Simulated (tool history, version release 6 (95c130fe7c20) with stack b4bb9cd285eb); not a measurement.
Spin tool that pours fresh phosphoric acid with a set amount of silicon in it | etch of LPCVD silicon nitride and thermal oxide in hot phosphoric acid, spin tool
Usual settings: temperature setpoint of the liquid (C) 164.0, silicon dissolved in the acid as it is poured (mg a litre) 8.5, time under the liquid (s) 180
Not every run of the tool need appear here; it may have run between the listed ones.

run   hour  temperature setpoint of the liquid (C)  silicon dissolved in the acid as it is poured (mg a litre)  time under the liquid (s)  read-back film thickness of the LPCVD silicon nitride reference wafer, read on the same gauge (nm)  thickness taken off the LPCVD silicon nitride on a monitor wafer (Å)
  1    0.0                                   164.0                                                         8.5                        240                                                                                               68.48                                                                 232.4
  2   43.1                                   164.0                                                         8.5                        180                                                                                               68.50                                                                 172.8
  3   67.7                                   162.5                                                        10.0                        180                                                                                               68.48                                                                 165.5
  4  118.2                                   164.0                                                        11.5                        180                                                                                               68.44                                                                 174.4
  5  149.3                                   164.0                                                        11.5                        180                                                                                               70.02                                                                 179.5
  6  220.8                                   164.0                                                         3.0                        180                                                                                               69.55                                                                 172.9
  7  271.2                                   164.0                                                         3.0                        180                                                                                               69.24                                                                 175.8
  8  329.1                                   162.5                                                         2.5                        180                                                                                               69.03                                                                 163.9
  9  391.3                                   165.5                                                         8.5                        180                                                                                               68.86                                                                 182.8
 10  580.1                                   162.5                                                         2.0                        180                                                                                               68.54                                                                 164.1
 11  638.3                                   166.5                                                         8.5                        180                                                                                               68.46                                                                 187.6
 12  688.7                                   166.0                                                         8.5                        180                                                                                               69.82                                                                 191.3
 13  743.8                                   164.0                                                         8.5                        180                                                                                               69.45                                                                 176.5
 14  805.3                                   166.5                                                        14.5                        150                                                                                               69.12                                                                 158.1
 15  855.0                                   162.5                                                         2.5                        180                                                                                               68.92                                                                 167.4

Not shown: 5 entries that the log had between the listed runs. Between which runs, and how does the tool's hidden state differ before and after?
Between runs 4 and 5: gauge calibrated (hour 134.5)
  gauge reads high (%): -2.21 -> 0.0332
  measured minus no-state result, thickness taken off the LPCVD silicon nitride on a monitor wafer (Å): -3.9 -> +0.0
Between runs 8 and 9: heated supply line repaired (hour 335.8)
  gauge reads high (%): -1.38 -> -1.65
  measured minus no-state result, thickness taken off the LPCVD silicon nitride on a monitor wafer (Å): -2.3 -> -3.0
Between runs 9 and 10: dissolved silicon flow meter replaced (hour 531.2); thermometer replaced (hour 535.2)
  gauge reads high (%): -1.65 -> -2.1
  measured minus no-state result, thickness taken off the LPCVD silicon nitride on a monitor wafer (Å): -3.0 -> -3.5
Between runs 11 and 12: gauge calibrated (hour 672.2)
  gauge reads high (%): -2.18 -> -0.238
  measured minus no-state result, thickness taken off the LPCVD silicon nitride on a monitor wafer (Å): -4.2 -> -0.5

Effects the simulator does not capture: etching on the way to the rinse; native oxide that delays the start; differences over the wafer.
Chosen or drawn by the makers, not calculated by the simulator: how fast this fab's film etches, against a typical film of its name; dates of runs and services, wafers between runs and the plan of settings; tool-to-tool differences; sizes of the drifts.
